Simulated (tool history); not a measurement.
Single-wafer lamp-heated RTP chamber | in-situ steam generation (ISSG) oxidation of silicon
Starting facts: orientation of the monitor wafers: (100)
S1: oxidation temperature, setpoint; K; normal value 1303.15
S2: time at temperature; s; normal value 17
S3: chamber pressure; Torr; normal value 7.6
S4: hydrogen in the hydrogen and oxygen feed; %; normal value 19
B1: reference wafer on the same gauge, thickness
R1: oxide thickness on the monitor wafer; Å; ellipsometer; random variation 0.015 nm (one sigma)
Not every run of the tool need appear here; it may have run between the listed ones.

{"run": 1, "hour": 0.0, "S1": 1291.15, "S2": 17, "S3": 7.6, "S4": 19, "B1": 4.419, "R1": 52.53}
{"run": 2, "hour": 7.1, "S1": 1291.15, "S2": 17, "S3": 7.6, "S4": 19, "B1": 4.421, "R1": 52.46}
{"run": 3, "hour": 16.4, "S1": 1303.15, "S2": 17, "S3": 7.6, "S4": 19, "B1": 4.419, "R1": 55.42}
{"run": 4, "hour": 33.4, "S1": 1303.15, "S2": 17, "S3": 7.6, "S4": 19, "B1": 4.42, "R1": 56.14}
{"hour": 45.4, "done": "pyrometer window cleaned and pyrometer calibrated"}
{"run": 5, "hour": 46.0, "S1": 1303.15, "S2": 17, "S3": 7.6, "S4": 19, "B1": 4.419, "R1": 54.33}
{"run": 6, "hour": 62.1, "S1": 1303.15, "S2": 17, "S3": 7.6, "S4": 19, "B1": 4.419, "R1": 54.51}
{"run": 7, "hour": 68.9, "S1": 1303.15, "S2": 17, "S3": 7.6, "S4": 19, "B1": 4.421, "R1": 54.29}
{"hour": 81.4, "done": "hydrogen flow controller replaced"}
{"run": 8, "hour": 82.9, "S1": 1303.15, "S2": 17, "S3": 7.6, "S4": 19, "B1": 4.421, "R1": 54.81}
{"run": 9, "hour": 93.2, "S1": 1303.15, "S2": 17, "S3": 7.6, "S4": 19, "B1": 4.42, "R1": 54.7}
{"hour": 103.2, "done": "pressure gauge zeroed"}
{"run": 10, "hour": 103.7, "S1": 1303.15, "S2": 17, "S3": 7.6, "S4": 19, "B1": 4.421, "R1": 54.9}
{"run": 11, "hour": 115.8, "S1": 1319.15, "S2": 17, "S3": 7.6, "S4": 23, "B1": 4.419, "R1": 62.61}
{"run": 12, "hour": 128.0, "S1": 1288.15, "S2": 17, "S3": 7.6, "S4": 19, "B1": 4.421, "R1": 51.68}
{"hour": 133.8, "done": "gauge calibrated"}
{"run": 13, "hour": 138.5, "S1": 1294.15, "S2": 19, "S3": 7.6, "S4": 22, "B1": 4.419, "R1": 57.91}
{"hour": 161.9, "done": "pyrometer window cleaned and pyrometer calibrated"}
{"run": 14, "hour": 162.4, "S1": 1293.15, "S2": 17, "S3": 8.5, "S4": 19, "B1": 4.42, "R1": 51.53}
{"run": 15, "hour": 162.7, "S1": 1303.15, "S2": 17, "S3": 7.6, "S4": 19, "B1": 4.421, "R1": 54.27}
{"run": 16, "hour": 171.5, "S1": 1309.15, "S2": 11, "S3": 6.9, "S4": 26, "B1": 4.418, "R1": 49.06}
{"run": 17, "hour": 180.4, "S1": 1286.15, "S2": 12, "S3": 8.8, "S4": 23, "B1": 4.419, "R1": 44.95}
{"run": 18, "hour": 194.2, "S1": 1288.15, "S2": 17, "S3": 7.2, "S4": 19, "B1": 4.419, "R1": 50.98}
{"run": 19, "hour": 203.9, "S1": 1284.15, "S2": 17, "S3": 7.6, "S4": 24, "B1": 4.421, "R1": 53.47}

3 ways to go on from here, each from the tool as it stands after run 19. What would each give?
{"run": "A", "hour": 204.3, "S1": 1303.15, "S2": 17, "S3": 6.9, "S4": 19, "B1": "?", "R1": "?"}
{"run": "B", "hour": 204.3, "S1": 1314.15, "S2": 11, "S3": 6.9, "S4": 19, "B1": "?", "R1": "?"}
{"run": "C", "hour": 204.3, "S1": 1314.15, "S2": 14, "S3": 6.9, "S4": 14, "B1": "?", "R1": "?"}

run=A B1=4.420 R1=54.64
run=B B1=4.420 R1=46.46
run=C B1=4.420 R1=48.57
With no hidden state in the tool, these same runs would have given:
run=A R1=53.92
run=B R1=45.88
run=C R1=47.92
